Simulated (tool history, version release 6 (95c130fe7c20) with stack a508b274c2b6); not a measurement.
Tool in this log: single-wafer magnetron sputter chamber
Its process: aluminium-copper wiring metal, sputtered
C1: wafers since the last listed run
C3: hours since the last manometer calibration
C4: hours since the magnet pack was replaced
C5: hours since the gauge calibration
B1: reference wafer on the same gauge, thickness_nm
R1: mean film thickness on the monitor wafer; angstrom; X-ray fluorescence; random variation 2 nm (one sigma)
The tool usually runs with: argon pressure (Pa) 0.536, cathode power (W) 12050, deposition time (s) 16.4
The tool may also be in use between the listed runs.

{"run": 1, "day": 0.0, "argon pressure (Pa)": 0.536, "cathode power (W)": 12050, "deposition time (s)": 16.4, "C1": 0, "wafers on the sputter target": 4277, "C3": 1969.8, "C4": 11186.4, "C5": 163.7, "B1": 337.581, "R1": 3495.23}
{"run": 2, "day": 0.771, "argon pressure (Pa)": 0.536, "cathode power (W)": 12050, "deposition time (s)": 16.4, "C1": 499, "wafers on the sputter target": 4777, "C3": 1988.3, "C4": 11204.9, "C5": 182.2, "B1": 337.375, "R1": 3452.99}
{"run": 3, "day": 2.138, "argon pressure (Pa)": 0.536, "cathode power (W)": 12050, "deposition time (s)": 16.4, "C1": 885, "wafers on the sputter target": 5662, "C3": 2021.1, "C4": 11237.7, "C5": 215.0, "B1": 336.964, "R1": 3438.79}
{"day": 2.588, "done": "sputter target and shields replaced"}
{"run": 4, "day": 2.821, "argon pressure (Pa)": 0.536, "cathode power (W)": 12050, "deposition time (s)": 16.4, "C1": 226, "wafers on the sputter target": 150, "C3": 2037.5, "C4": 11254.1, "C5": 231.4, "B1": 336.923, "R1": 3504.58}
{"run": 5, "day": 3.742, "argon pressure (Pa)": 0.536, "cathode power (W)": 10400, "deposition time (s)": 16.4, "C1": 596, "wafers on the sputter target": 747, "C3": 2059.6, "C4": 11276.2, "C5": 253.5, "B1": 337.246, "R1": 3035.62}
{"run": 6, "day": 4.371, "argon pressure (Pa)": 0.536, "cathode power (W)": 10400, "deposition time (s)": 16.4, "C1": 407, "wafers on the sputter target": 1154, "C3": 2074.7, "C4": 11291.3, "C5": 268.6, "B1": 336.987, "R1": 2997.07}
{"run": 7, "day": 5.138, "argon pressure (Pa)": 0.536, "cathode power (W)": 10400, "deposition time (s)": 16.4, "C1": 496, "wafers on the sputter target": 1651, "C3": 2093.1, "C4": 11309.7, "C5": 287.0, "B1": 336.954, "R1": 3056.0}
{"run": 8, "day": 6.196, "argon pressure (Pa)": 0.536, "cathode power (W)": 10600, "deposition time (s)": 16.4, "C1": 685, "wafers on the sputter target": 2337, "C3": 2118.5, "C4": 11335.1, "C5": 312.4, "B1": 336.552, "R1": 3057.61}
{"day": 7.362, "done": "gauge calibrated"}
{"run": 9, "day": 7.646, "argon pressure (Pa)": 0.536, "cathode power (W)": 10600, "deposition time (s)": 16.4, "C1": 939, "wafers on the sputter target": 3276, "C3": 2153.3, "C4": 11369.9, "C5": 6.8, "B1": 336.935, "R1": 3080.21}
{"run": 10, "day": 8.396, "argon pressure (Pa)": 0.536, "cathode power (W)": 12050, "deposition time (s)": 16.4, "C1": 485, "wafers on the sputter target": 3762, "C3": 2171.3, "C4": 11387.9, "C5": 24.8, "B1": 337.022, "R1": 3434.11}
{"run": 11, "day": 9.396, "argon pressure (Pa)": 0.536, "cathode power (W)": 10600, "deposition time (s)": 14.9, "C1": 647, "wafers on the sputter target": 4410, "C3": 2195.3, "C4": 11411.9, "C5": 48.8, "B1": 337.261, "R1": 2832.57}
{"day": 11.396, "done": "sputter target and shields replaced"}
{"day": 12.867, "done": "capacitance manometer re-zeroed and calibrated"}
{"run": 12, "day": 13.283, "argon pressure (Pa)": 0.536, "cathode power (W)": 12050, "deposition time (s)": 16.4, "C1": 2086, "wafers on the sputter target": 1005, "C3": 10.0, "C4": 11505.2, "C5": 142.1, "B1": 336.799, "R1": 3471.01}
{"run": 13, "day": 14.75, "argon pressure (Pa)": 0.442, "cathode power (W)": 14050, "deposition time (s)": 17.6, "C1": 950, "wafers on the sputter target": 1955, "C3": 45.2, "C4": 11540.4, "C5": 177.3, "B1": 337.082, "R1": 4597.64}
{"day": 15.379, "done": "magnet pack replaced"}
{"run": 14, "day": 16.004, "argon pressure (Pa)": 0.362, "cathode power (W)": 9100, "deposition time (s)": 14.9, "C1": 596, "wafers on the sputter target": 2552, "C3": 75.3, "C4": 15.0, "C5": 207.4, "B1": 336.873, "R1": 2785.11}
{"run": 15, "day": 16.517, "argon pressure (Pa)": 0.536, "cathode power (W)": 14800, "deposition time (s)": 19.7, "C1": 332, "wafers on the sputter target": 2884, "C3": 87.6, "C4": 27.3, "C5": 219.7, "B1": 337.105, "R1": 5088.55}

What will run 16 give?
{"run": 16, "day": 17.167, "argon pressure (Pa)": 0.684, "cathode power (W)": 14250, "deposition time (s)": 19.0, "C1": 421, "wafers on the sputter target": 3305, "C3": 103.2, "C4": 42.9, "C5": 235.3, "B1": "?", "R1": "?"}

Run 16 measured B1 337.302, R1 4246.44 angstrom.
Minus the tool's unlogged condition, the same run would have read R1 4246.44 angstrom.

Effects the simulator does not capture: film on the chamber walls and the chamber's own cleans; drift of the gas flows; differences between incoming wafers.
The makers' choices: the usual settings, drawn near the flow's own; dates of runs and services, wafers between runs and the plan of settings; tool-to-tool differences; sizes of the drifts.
